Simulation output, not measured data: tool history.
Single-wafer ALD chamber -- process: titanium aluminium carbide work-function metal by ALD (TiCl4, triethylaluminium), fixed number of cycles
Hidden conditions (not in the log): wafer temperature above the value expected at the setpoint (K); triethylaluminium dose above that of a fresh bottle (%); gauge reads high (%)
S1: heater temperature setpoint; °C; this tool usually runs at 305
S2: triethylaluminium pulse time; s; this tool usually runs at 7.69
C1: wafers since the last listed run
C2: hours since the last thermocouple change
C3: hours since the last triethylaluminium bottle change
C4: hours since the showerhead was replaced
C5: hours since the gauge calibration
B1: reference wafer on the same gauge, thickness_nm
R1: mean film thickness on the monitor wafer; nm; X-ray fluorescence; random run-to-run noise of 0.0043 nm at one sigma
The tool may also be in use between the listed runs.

run,hour,S1,S2,C1,C2,C3,C4,C5,B1,R1
1,0.0,305,7.69,0,2055.4,1237.0,1622.8,82.3,1.770,1.934
# hour 53.2: triethylaluminium bottle replaced
2,55.6,305,7.69,599,2111.0,2.4,1678.4,137.9,1.769,1.926
3,151.2,305,7.69,1204,2206.6,98.0,1774.0,233.5,1.770,1.923
4,218.8,305,7.69,851,2274.2,165.6,1841.6,301.1,1.770,1.926
5,263.9,305,7.69,568,2319.3,210.7,1886.7,346.2,1.769,1.928
6,501.3,305,7.69,2991,2556.7,448.1,2124.1,583.6,1.770,1.927
7,555.4,305,5.32,681,2610.8,502.2,2178.2,637.7,1.767,1.765
8,634.6,305,5.32,997,2690.0,581.4,2257.4,716.9,1.770,1.763
9,711.4,313,7.69,967,2766.8,658.2,2334.2,793.7,1.769,2.002
10,807.6,313,7.69,1212,2863.0,754.4,2430.4,889.9,1.770,1.998
# hour 858.3: gauge calibrated
11,909.8,313,7.69,1287,2965.2,856.6,2532.6,51.5,1.769,1.998
# hour 976.7: thermocouple changed; heater temperature recalibrated
12,1005.0,305,7.69,1098,28.3,951.8,2627.8,146.7,1.769,1.927
13,1080.7,314,10.29,953,104.0,1027.5,2703.5,222.4,1.770,2.108
# hour 1095.9: showerhead replaced
14,1150.1,305,7.69,773,173.4,1096.9,54.2,291.8,1.772,1.924
# hour 1194.8: triethylaluminium bottle replaced
15,1241.4,305,7.69,1049,264.7,46.6,145.5,383.1,1.771,1.927
16,1337.7,305,8.70,1213,361.0,142.9,241.8,479.4,1.769,1.972
17,1387.3,298,10.15,624,410.6,192.5,291.4,529.0,1.770,1.949
18,1491.2,305,7.69,1309,514.5,296.4,395.3,632.9,1.769,1.933
19,1566.3,299,8.77,946,589.6,371.5,470.4,708.0,1.771,1.909
20,1606.0,310,7.69,500,629.3,411.2,510.1,747.7,1.770,1.979
21,1710.9,297,5.56,1321,734.2,516.1,615.0,852.6,1.770,1.710

Forecast run 22:
# hour 1723.5: gauge calibrated
22,1759.1,309,10.15,607,782.4,564.3,663.2,35.6,?,?

{"run 22": {"B1": 1.77, "R1": 2.048}}
On a tool with no hidden condition, and with the same random variation, this run would have come out at R1 2.048 nm.

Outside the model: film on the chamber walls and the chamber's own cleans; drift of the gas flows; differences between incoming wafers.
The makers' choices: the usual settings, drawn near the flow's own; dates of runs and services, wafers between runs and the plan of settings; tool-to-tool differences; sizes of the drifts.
